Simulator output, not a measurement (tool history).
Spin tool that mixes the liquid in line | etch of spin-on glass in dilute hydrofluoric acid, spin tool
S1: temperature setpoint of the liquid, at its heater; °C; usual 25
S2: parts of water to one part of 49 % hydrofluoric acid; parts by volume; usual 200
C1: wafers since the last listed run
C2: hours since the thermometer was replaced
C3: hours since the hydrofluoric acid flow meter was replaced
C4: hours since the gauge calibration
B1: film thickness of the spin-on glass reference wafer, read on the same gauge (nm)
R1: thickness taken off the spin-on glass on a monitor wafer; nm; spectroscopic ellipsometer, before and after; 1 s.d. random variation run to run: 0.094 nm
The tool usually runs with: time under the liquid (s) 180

run 1 day=0 | S1=25 S2=200 time_under_the_liquid_(s)=180 | C1=0 C2=2540.8 C3=1690.6 C4=229.4 | B1=80 | R1=31.67
run 2 day=2.333 | S1=25 S2=200 time_under_the_liquid_(s)=180 | C1=454 C2=2596.8 C3=1746.6 C4=285.4 | B1=79.98 | R1=31.83
run 3 day=4.358 | S1=25 S2=200 time_under_the_liquid_(s)=180 | C1=394 C2=2645.4 C3=1795.2 C4=334 | B1=79.99 | R1=32
run 4 day=6.125 | S1=25 S2=200 time_under_the_liquid_(s)=180 | C1=344 C2=2687.8 C3=1837.6 C4=376.4 | B1=79.99 | R1=31.94
run 5 day=7.467 | S1=25 S2=255 time_under_the_liquid_(s)=180 | C1=261 C2=2720 C3=1869.8 C4=408.6 | B1=79.97 | R1=23.79
run 6 day=10.042 | S1=25 S2=255 time_under_the_liquid_(s)=180 | C1=502 C2=2781.8 C3=1931.6 C4=470.4 | B1=79.94 | R1=23.74
run 7 day=11.325 | S1=25 S2=255 time_under_the_liquid_(s)=180 | C1=250 C2=2812.6 C3=1962.4 C4=501.2 | B1=79.97 | R1=23.75
-- day=11.725 thermometer replaced
-- day=12.133 gauge calibrated
-- day=13.279 hydrofluoric acid flow meter replaced
run 8 day=13.3 | S1=25 S2=200 time_under_the_liquid_(s)=180 | C1=368 C2=37.8 C3=0.5 C4=28 | B1=79.98 | R1=28.15
run 9 day=15.862 | S1=25 S2=255 time_under_the_liquid_(s)=180 | C1=499 C2=99.3 C3=62 C4=89.5 | B1=80.03 | R1=20.82
run 10 day=18.804 | S1=25 S2=200 time_under_the_liquid_(s)=140 | C1=573 C2=169.9 C3=132.6 C4=160.1 | B1=79.99 | R1=22.12
run 11 day=20.975 | S1=22.5 S2=155 time_under_the_liquid_(s)=145 | C1=423 C2=222 C3=184.7 C4=212.2 | B1=79.99 | R1=28.32
run 12 day=23.388 | S1=25 S2=200 time_under_the_liquid_(s)=180 | C1=470 C2=279.9 C3=242.6 C4=270.1 | B1=79.99 | R1=28.64
run 13 day=29.5 | S1=22.5 S2=155 time_under_the_liquid_(s)=145 | C1=1191 C2=426.6 C3=389.3 C4=416.8 | B1=80.01 | R1=28.57
-- day=31.254 gauge calibrated
run 14 day=31.338 | S1=23 S2=175 time_under_the_liquid_(s)=150 | C1=358 C2=470.7 C3=433.4 C4=2 | B1=80 | R1=26.38
run 15 day=34.083 | S1=20 S2=230 time_under_the_liquid_(s)=220 | C1=535 C2=536.6 C3=499.3 C4=67.9 | B1=79.96 | R1=24.94
run 16 day=35.954 | S1=28.5 S2=200 time_under_the_liquid_(s)=240 | C1=364 C2=581.5 C3=544.2 C4=112.8 | B1=80.02 | R1=44.27

The tool's hidden state at each run:
gauge reads high (%): 0, the same for each run
H1: liquid hotter than its thermometer reads (K)
H2: hydrofluoric acid flow above the setpoint (%)
run=1 H1=1.46 H2=5.85
run=2 H1=1.49 H2=6.03
run=3 H1=1.52 H2=6.19
run=4 H1=1.54 H2=6.33
run=5 H1=1.56 H2=6.43
run=6 H1=1.6 H2=6.63
run=7 H1=1.62 H2=6.73
run=8 H1=0.047 H2=0.33
run=9 H1=0.0819 H2=0.53
run=10 H1=0.122 H2=0.76
run=11 H1=0.151 H2=0.93
run=12 H1=0.184 H2=1.12
run=13 H1=0.267 H2=1.6
run=14 H1=0.292 H2=1.74
run=15 H1=0.33 H2=1.95
run=16 H1=0.355 H2=2.1
